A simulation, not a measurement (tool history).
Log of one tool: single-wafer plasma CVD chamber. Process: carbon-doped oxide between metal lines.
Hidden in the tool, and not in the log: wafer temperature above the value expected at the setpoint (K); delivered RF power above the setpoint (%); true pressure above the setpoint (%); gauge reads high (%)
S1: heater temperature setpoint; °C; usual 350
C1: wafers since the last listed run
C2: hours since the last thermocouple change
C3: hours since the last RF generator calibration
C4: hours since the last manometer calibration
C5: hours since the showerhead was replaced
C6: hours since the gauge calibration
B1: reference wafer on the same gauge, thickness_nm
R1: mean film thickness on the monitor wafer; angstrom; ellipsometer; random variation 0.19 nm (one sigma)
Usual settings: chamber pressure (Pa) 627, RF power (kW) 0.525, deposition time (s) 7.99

run 1 hour=0 | S1=350 chamber_pressure_(Pa)=627 RF_power_(kW)=0.525 deposition_time_(s)=7.99 | C1=0 C2=1389.2 C3=355.6 C4=2702.2 C5=4707.2 C6=153.3 | B1=39.897 | R1=420.61
run 2 hour=31.3 | S1=350 chamber_pressure_(Pa)=627 RF_power_(kW)=0.525 deposition_time_(s)=7.99 | C1=1452 C2=1420.5 C3=386.9 C4=2733.5 C5=4738.5 C6=184.6 | B1=39.916 | R1=423.56
run 3 hour=56.2 | S1=350 chamber_pressure_(Pa)=627 RF_power_(kW)=0.525 deposition_time_(s)=7.99 | C1=1155 C2=1445.4 C3=411.8 C4=2758.4 C5=4763.4 C6=209.5 | B1=39.893 | R1=423.21
run 4 hour=68.7 | S1=350 chamber_pressure_(Pa)=627 RF_power_(kW)=0.525 deposition_time_(s)=7.99 | C1=579 C2=1457.9 C3=424.3 C4=2770.9 C5=4775.9 C6=222 | B1=39.9 | R1=422.35
run 5 hour=89.5 | S1=350 chamber_pressure_(Pa)=627 RF_power_(kW)=0.525 deposition_time_(s)=7.99 | C1=964 C2=1478.7 C3=445.1 C4=2791.7 C5=4796.7 C6=242.8 | B1=39.892 | R1=425.67
run 6 hour=105.6 | S1=350 chamber_pressure_(Pa)=627 RF_power_(kW)=0.525 deposition_time_(s)=7.99 | C1=746 C2=1494.8 C3=461.2 C4=2807.8 C5=4812.8 C6=258.9 | B1=39.864 | R1=426.04
run 7 hour=152.5 | S1=350 chamber_pressure_(Pa)=627 RF_power_(kW)=0.525 deposition_time_(s)=7.99 | C1=2175 C2=1541.7 C3=508.1 C4=2854.7 C5=4859.7 C6=305.8 | B1=39.934 | R1=423.28
run 8 hour=183.7 | S1=350 chamber_pressure_(Pa)=627 RF_power_(kW)=0.525 deposition_time_(s)=7.99 | C1=1447 C2=1572.9 C3=539.3 C4=2885.9 C5=4890.9 C6=337 | B1=39.865 | R1=424.6
run 9 hour=210.5 | S1=350 chamber_pressure_(Pa)=627 RF_power_(kW)=0.525 deposition_time_(s)=7.99 | C1=1243 C2=1599.7 C3=566.1 C4=2912.7 C5=4917.7 C6=363.8 | B1=39.944 | R1=424.1
run 10 hour=229.2 | S1=350 chamber_pressure_(Pa)=627 RF_power_(kW)=0.525 deposition_time_(s)=7.99 | C1=867 C2=1618.4 C3=584.8 C4=2931.4 C5=4936.4 C6=382.5 | B1=39.887 | R1=423.91
run 11 hour=245.7 | S1=350 chamber_pressure_(Pa)=627 RF_power_(kW)=0.57 deposition_time_(s)=7.99 | C1=765 C2=1634.9 C3=601.3 C4=2947.9 C5=4952.9 C6=399 | B1=39.893 | R1=441.51
-- hour=263.2 showerhead replaced
-- hour=267.2 thermocouple changed; heater temperature recalibrated
run 12 hour=278.1 | S1=337 chamber_pressure_(Pa)=627 RF_power_(kW)=0.605 deposition_time_(s)=8.92 | C1=947 C2=10.9 C3=633.7 C4=2980.3 C5=14.9 C6=431.4 | B1=39.878 | R1=525.58
run 13 hour=304.6 | S1=350 chamber_pressure_(Pa)=579 RF_power_(kW)=0.455 deposition_time_(s)=7.99 | C1=1229 C2=37.4 C3=660.2 C4=3006.8 C5=41.4 C6=457.9 | B1=39.89 | R1=391.21
run 14 hour=330.8 | S1=336 chamber_pressure_(Pa)=673 RF_power_(kW)=0.44 deposition_time_(s)=8.79 | C1=1215 C2=63.6 C3=686.4 C4=3033 C5=67.6 C6=484.1 | B1=39.867 | R1=459.38
-- hour=354.3 gauge calibrated
run 15 hour=356.5 | S1=341 chamber_pressure_(Pa)=745 RF_power_(kW)=0.525 deposition_time_(s)=9.24 | C1=1192 C2=89.3 C3=712.1 C4=3058.7 C5=93.3 C6=2.2 | B1=39.864 | R1=525.07
run 16 hour=386.3 | S1=350 chamber_pressure_(Pa)=707 RF_power_(kW)=0.525 deposition_time_(s)=6.46 | C1=1382 C2=119.1 C3=741.9 C4=3088.5 C5=123.1 C6=32 | B1=39.848 | R1=351.86
run 17 hour=400.5 | S1=350 chamber_pressure_(Pa)=627 RF_power_(kW)=0.525 deposition_time_(s)=7.04 | C1=658 C2=133.3 C3=756.1 C4=3102.7 C5=137.3 C6=46.2 | B1=39.871 | R1=374.1
-- hour=409.4 capacitance manometer re-zeroed and calibrated
run 18 hour=420.4 | S1=336 chamber_pressure_(Pa)=528 RF_power_(kW)=0.44 deposition_time_(s)=7.99 | C1=552 C2=153.2 C3=776 C4=11 C5=157.2 C6=66.1 | B1=39.886 | R1=398.18
-- hour=436.9 RF generator calibrated
run 19 hour=437.6 | S1=350 chamber_pressure_(Pa)=627 RF_power_(kW)=0.525 deposition_time_(s)=7.99 | C1=426 C2=170.4 C3=0.7 C4=28.2 C5=174.4 C6=83.3 | B1=39.899 | R1=423.88
run 20 hour=508.6 | S1=342 chamber_pressure_(Pa)=559 RF_power_(kW)=0.575 deposition_time_(s)=8.5 | C1=3293 C2=241.4 C3=71.7 C4=99.2 C5=245.4 C6=154.3 | B1=39.922 | R1=469.79
run 21 hour=539.5 | S1=350 chamber_pressure_(Pa)=627 RF_power_(kW)=0.525 deposition_time_(s)=7.99 | C1=1433 C2=272.3 C3=102.6 C4=130.1 C5=276.3 C6=185.2 | B1=39.905 | R1=424.31
run 22 hour=565.7 | S1=350 chamber_pressure_(Pa)=627 RF_power_(kW)=0.455 deposition_time_(s)=7.99 | C1=1215 C2=298.5 C3=128.8 C4=156.3 C5=302.5 C6=211.4 | B1=39.91 | R1=399.73
run 23 hour=597.4 | S1=338 chamber_pressure_(Pa)=499 RF_power_(kW)=0.495 deposition_time_(s)=8.43 | C1=1470 C2=330.2 C3=160.5 C4=188 C5=334.2 C6=243.1 | B1=39.924 | R1=436.51

What the log doesn't show, run by run:
wafer temperature above the value expected at the setpoint (K): 0 in every run
delivered RF power above the setpoint (%): 0 in every run
true pressure above the setpoint (%): 0 in every run
gauge reads high (%): 0 in every run

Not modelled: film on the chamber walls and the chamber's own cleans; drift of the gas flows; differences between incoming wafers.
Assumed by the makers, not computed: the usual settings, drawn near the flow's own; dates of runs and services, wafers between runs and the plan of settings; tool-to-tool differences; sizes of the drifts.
